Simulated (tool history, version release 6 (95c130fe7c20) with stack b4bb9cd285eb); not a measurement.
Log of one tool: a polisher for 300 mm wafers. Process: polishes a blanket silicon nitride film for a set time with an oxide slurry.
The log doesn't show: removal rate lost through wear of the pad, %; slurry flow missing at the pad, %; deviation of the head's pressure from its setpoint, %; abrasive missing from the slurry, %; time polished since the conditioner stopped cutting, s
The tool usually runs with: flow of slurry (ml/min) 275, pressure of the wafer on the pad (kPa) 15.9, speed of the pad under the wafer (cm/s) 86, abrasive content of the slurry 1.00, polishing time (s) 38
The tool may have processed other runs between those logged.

run,day,flow of slurry (ml/min),pressure of the wafer on the pad (kPa),speed of the pad under the wafer (cm/s),abrasive content of the slurry,polishing time (s),wafers since the last listed run,wafers polished on this pad,hours since the slurry nozzle was cleaned,hours since the head pressure was calibrated,hours since the slurry blender was calibrated,hours since the conditioning disc was replaced,"incoming thickness of the incoming film, nm",film removed (Å)
1,0.000,275,15.9,86,1.00,38,0,966,17.6,883.8,27.4,170.5,577.2,121
# day 1.358: worn pad replaced by a new one
2,1.896,275,15.9,86,1.00,38,401,125,63.1,929.3,72.9,216.0,579.9,118
# day 3.246: conditioning disc replaced and pad reconditioned
# day 4.646: slurry blender recalibrated
3,4.750,275,15.9,86,1.00,38,623,748,131.6,997.8,2.5,36.1,577.9,115
# day 7.058: worn pad replaced by a new one
4,7.079,275,15.9,86,1.00,38,501,5,187.5,1053.7,58.4,92.0,584.3,115
5,8.425,275,15.9,86,0.95,38,312,317,219.8,1086.0,90.7,124.3,583.3,110
# day 9.508: slurry nozzle cleaned
6,10.200,275,15.9,86,0.95,38,402,719,16.6,1128.6,133.3,166.9,589.3,116
7,11.292,275,15.9,86,1.00,38,253,973,42.8,1154.8,159.5,193.1,569.2,120
# day 11.704: slurry blender recalibrated
# day 12.683: head pressure recalibrated
# day 12.892: worn pad replaced by a new one
8,13.917,275,15.9,86,1.00,35,531,237,105.8,29.6,53.1,256.1,587.2,104
# day 14.304: conditioning disc replaced and pad reconditioned
9,15.279,275,15.9,86,1.00,35,296,534,138.5,62.3,85.8,23.4,584.0,104

Run 10 comes next. What will it give?
10,16.300,275,18.6,86,1.00,38,236,771,163.0,86.8,110.3,47.9,587.6,?

film removed (Å): 128
Take away the tool's hidden state, keep the run-to-run variation as it was, and the same run would have given film removed (Å) 134.
